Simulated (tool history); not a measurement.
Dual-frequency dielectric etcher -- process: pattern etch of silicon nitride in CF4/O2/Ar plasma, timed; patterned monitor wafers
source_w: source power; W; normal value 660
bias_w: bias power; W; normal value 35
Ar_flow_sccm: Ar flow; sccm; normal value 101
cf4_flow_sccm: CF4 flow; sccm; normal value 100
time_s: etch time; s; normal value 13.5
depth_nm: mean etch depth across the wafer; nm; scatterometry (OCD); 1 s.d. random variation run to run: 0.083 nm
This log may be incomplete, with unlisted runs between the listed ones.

| run | hour | source_w | bias_w | Ar_flow_sccm | cf4_flow_sccm | time_s | read-back reference wafer on the same gauge, depth_nm | depth_nm |
|---|---|---|---|---|---|---|---|---|
| 1 | 0 | 660 | 35 | 101 | 100 | 13.5 | 22.89 | 27.58 |
|  | 40.5 | wet clean of the chamber |
| 2 | 41 | 660 | 35 | 101 | 100 | 13.5 | 22.89 | 27.53 |
| 3 | 76 | 660 | 35 | 86 | 100 | 13.5 | 22.88 | 27.79 |
|  | 88.3 | gauge calibrated |
| 4 | 112.3 | 660 | 35 | 86 | 100 | 13.5 | 22.9 | 27.84 |
|  | 161.4 | source power generator calibrated |
| 5 | 175.9 | 740 | 26 | 101 | 100 | 13.5 | 22.91 | 28.95 |
| 6 | 232.7 | 610 | 35 | 114 | 100 | 13.5 | 22.9 | 24.97 |
| 7 | 261 | 660 | 35 | 101 | 100 | 13.5 | 22.89 | 27.29 |
| 8 | 287.8 | 660 | 35 | 101 | 100 | 13.5 | 22.9 | 27.52 |
|  | 338 | upper electrode replaced, of another model than before |
| 9 | 351.1 | 760 | 35 | 101 | 121 | 15 | 22.91 | 34.61 |
| 10 | 414.1 | 660 | 35 | 101 | 100 | 15 | 22.91 | 30.53 |
| 11 | 456.8 | 610 | 35 | 101 | 100 | 13.5 | 22.89 | 25.92 |
| 12 | 491 | 750 | 35 | 112 | 110 | 15.5 | 22.89 | 34.55 |
|  | 512.8 | bias power generator calibrated |
|  | 516.6 | wet clean of the chamber |
| 13 | 561.7 | 550 | 35 | 122 | 124 | 10.5 | 22.9 | 19.55 |
| 14 | 615.5 | 660 | 35 | 122 | 100 | 13.5 | 22.9 | 26.81 |
|  | 627.4 | CF4 flow controller replaced |
| 15 | 664.1 | 660 | 35 | 101 | 100 | 13.5 | 22.89 | 27.74 |
| 16 | 728.2 | 580 | 32 | 125 | 100 | 13.5 | 22.91 | 24.89 |
| 17 | 768.4 | 660 | 35 | 101 | 100 | 13.5 | 22.9 | 27.8 |
| 18 | 832.7 | 780 | 35 | 101 | 100 | 11 | 22.92 | 25.18 |
| 19 | 879.5 | 610 | 35 | 124 | 79 | 13.5 | 22.91 | 24.36 |
| 20 | 945 | 770 | 40 | 91 | 100 | 17.5 | 22.91 | 40.8 |
| 21 | 999.3 | 660 | 39 | 101 | 93 | 13.5 | 22.91 | 27.82 |
|  | 1041.7 | wet clean of the chamber |
| 22 | 1042.2 | 660 | 35 | 101 | 100 | 13.5 | 22.89 | 27.85 |

3 options for the next run, each taken on its own from the tool as it stands now. Forecast them:
| A | 1042.6 | 770 | 35 | 101 | 100 | 13.5 | ? | ? |
| B | 1042.6 | 660 | 35 | 101 | 100 | 16.5 | ? | ? |
| C | 1042.6 | 660 | 26 | 101 | 100 | 13.5 | ? | ? |

| run | read-back reference wafer on the same gauge, depth_nm | depth_nm |
|---|---|---|
| A | 22.89 | 30.59 |
| B | 22.89 | 33.86 |
| C | 22.89 | 26.63 |
Without the tool's hidden state the same runs would have given:
| run | depth_nm |
|---|---|
| A | 30.5 |
| B | 33.77 |
| C | 26.55 |

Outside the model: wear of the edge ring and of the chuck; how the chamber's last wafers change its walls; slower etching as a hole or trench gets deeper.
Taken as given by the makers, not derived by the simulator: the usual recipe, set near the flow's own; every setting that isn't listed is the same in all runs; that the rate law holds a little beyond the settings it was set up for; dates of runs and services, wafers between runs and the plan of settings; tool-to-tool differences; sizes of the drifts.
